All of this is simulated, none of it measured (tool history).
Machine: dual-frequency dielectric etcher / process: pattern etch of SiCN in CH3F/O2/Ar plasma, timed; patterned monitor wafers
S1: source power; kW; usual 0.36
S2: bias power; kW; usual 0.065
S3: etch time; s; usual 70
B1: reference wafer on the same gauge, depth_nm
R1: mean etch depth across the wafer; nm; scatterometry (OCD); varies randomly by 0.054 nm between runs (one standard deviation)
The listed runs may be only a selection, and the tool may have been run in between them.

run 1 hour=0 | S1=0.36 S2=0.076 S3=70 | B1=21.27 | R1=26.64
run 2 hour=82.8 | S1=0.36 S2=0.065 S3=60.5 | B1=21.26 | R1=21.88
run 3 hour=127.1 | S1=0.36 S2=0.065 S3=70 | B1=21.24 | R1=25.17
run 4 hour=216.4 | S1=0.36 S2=0.065 S3=70 | B1=21.23 | R1=25.12
run 5 hour=256.2 | S1=0.36 S2=0.065 S3=70 | B1=21.21 | R1=25.19
-- hour=300.9 wet clean of the chamber
run 6 hour=316.9 | S1=0.36 S2=0.065 S3=77.5 | B1=21.2 | R1=27.87
run 7 hour=370.8 | S1=0.36 S2=0.065 S3=77.5 | B1=21.2 | R1=27.84
run 8 hour=461.5 | S1=0.36 S2=0.065 S3=77.5 | B1=21.17 | R1=27.79
run 9 hour=522.6 | S1=0.36 S2=0.057 S3=70 | B1=21.14 | R1=24.01
run 10 hour=590.2 | S1=0.36 S2=0.057 S3=70 | B1=21.12 | R1=23.95
run 11 hour=633.8 | S1=0.41 S2=0.06 S3=62.5 | B1=21.1 | R1=23.29
-- hour=692.2 wet clean of the chamber
run 12 hour=738.2 | S1=0.27 S2=0.053 S3=57.5 | B1=21.08 | R1=16.25
-- hour=751.3 source power generator calibrated
run 13 hour=826.8 | S1=0.29 S2=0.054 S3=63 | B1=21.03 | R1=18.65
-- hour=936.9 gauge calibrated
-- hour=966.5 upper electrode replaced
run 14 hour=967 | S1=0.36 S2=0.065 S3=70 | B1=21.4 | R1=25.42
-- hour=1058.4 wet clean of the chamber
run 15 hour=1058.9 | S1=0.42 S2=0.065 S3=70 | B1=21.4 | R1=27.46
run 16 hour=1139.7 | S1=0.32 S2=0.065 S3=56.5 | B1=21.39 | R1=19.22
-- hour=1198.8 bias power generator calibrated
run 17 hour=1238.4 | S1=0.3 S2=0.072 S3=90.5 | B1=21.39 | R1=30.77
run 18 hour=1285.2 | S1=0.32 S2=0.065 S3=70 | B1=21.39 | R1=23.74
run 19 hour=1368.5 | S1=0.36 S2=0.057 S3=70 | B1=21.38 | R1=24.29
-- hour=1434.5 wet clean of the chamber
run 20 hour=1472.1 | S1=0.28 S2=0.06 S3=83.5 | B1=21.36 | R1=25.42
run 21 hour=1510.7 | S1=0.36 S2=0.078 S3=70 | B1=21.35 | R1=26.95

Each row is a separate what-if for the run after 21, all from the same tool condition, not one after another. Results?
run A hour=1511.1 | S1=0.36 S2=0.065 S3=70 | B1=? | R1=?
run B hour=1511.1 | S1=0.3 S2=0.075 S3=49.5 | B1=? | R1=?
run C hour=1511.1 | S1=0.36 S2=0.065 S3=50 | B1=? | R1=?
run D hour=1511.1 | S1=0.29 S2=0.053 S3=85 | B1=? | R1=?
run E hour=1511.1 | S1=0.29 S2=0.059 S3=70 | B1=? | R1=?

run=A B1=21.36 R1=25.36
run=B B1=21.36 R1=17.05
run=C B1=21.36 R1=18.12
run=D B1=21.36 R1=25.4
run=E B1=21.36 R1=21.7
The same runs, with their run-to-run variation unchanged, on a tool lacking any hidden condition would have given:
run=A R1=25.42
run=B R1=17.08
run=C R1=18.16
run=D R1=25.46
run=E R1=21.75
